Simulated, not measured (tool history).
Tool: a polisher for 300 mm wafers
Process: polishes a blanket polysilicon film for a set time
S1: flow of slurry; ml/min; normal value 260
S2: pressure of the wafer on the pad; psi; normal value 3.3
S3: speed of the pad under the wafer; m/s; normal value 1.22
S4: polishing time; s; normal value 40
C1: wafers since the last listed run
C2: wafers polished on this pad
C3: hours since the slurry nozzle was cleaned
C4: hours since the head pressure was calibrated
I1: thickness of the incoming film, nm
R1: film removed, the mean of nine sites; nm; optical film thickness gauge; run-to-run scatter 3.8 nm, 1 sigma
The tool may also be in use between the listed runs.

run,hour,S1,S2,S3,S4,C1,C2,C3,C4,I1,R1
1,0.0,260,3.3,1.22,40,0,1638,453.7,740.9,1364.0,461.9
2,101.8,260,3.3,1.22,40,773,2411,555.5,842.7,1345.6,458.3
3,187.9,260,3.3,1.22,40,653,3065,641.6,928.8,1368.7,470.9
4,237.1,230,3.3,1.54,40,373,3438,690.8,978.0,1357.1,583.0
5,278.8,260,3.3,1.22,40,316,3755,732.5,1019.7,1354.4,460.7
# hour 289.3: worn pad replaced by a new one
6,324.6,260,3.3,1.22,40,317,267,778.3,1065.5,1341.2,457.7
# hour 326.3: slurry nozzle cleaned
7,428.9,260,3.3,1.22,40,784,1052,102.6,1169.8,1362.3,456.2
8,496.6,260,3.3,1.22,40,514,1566,170.3,1237.5,1348.0,457.6
# hour 553.0: head pressure recalibrated
9,559.2,260,3.3,1.22,40,460,2026,232.9,6.2,1347.5,461.9
10,602.3,260,3.3,1.54,40,327,2353,276.0,49.3,1338.2,581.6
11,643.5,260,3.3,1.22,40,312,2666,317.2,90.5,1337.7,466.9
12,695.6,260,3.3,1.22,40,395,3062,369.3,142.6,1354.9,462.8
# hour 752.3: worn pad replaced by a new one
13,756.3,260,3.3,1.22,40,430,30,430.0,203.3,1361.4,464.2
14,992.6,220,3.3,1.22,40,1794,1824,666.3,439.6,1353.3,454.6
# hour 1153.2: slurry nozzle cleaned
# hour 1183.8: worn pad replaced by a new one
15,1290.7,345,2.1,1.22,40,2225,812,137.5,737.7,1348.0,315.8
16,1370.3,185,3.3,1.22,40,604,1416,217.1,817.3,1367.8,445.5
17,1447.6,260,3.3,1.22,40,587,2003,294.4,894.6,1341.5,460.7
18,1530.3,260,2.5,1.22,34,628,2631,377.1,977.3,1367.3,306.4
19,1567.4,220,4.4,0.88,53,281,2913,414.2,1014.4,1331.5,568.9
20,1608.1,205,3.3,1.22,40,309,3222,454.9,1055.1,1351.1,451.7
21,1679.1,260,3.3,1.22,40,539,3761,525.9,1126.1,1361.5,466.5

What will run 22 give?
# hour 1692.7: worn pad replaced by a new one
22,1760.5,220,2.5,0.88,40,587,514,607.3,1207.5,1361.4,?

{"run 22": {"R1": 254.5}}
The same run, on a tool lacking any hidden state, would have yielded R1 254.5 nm.
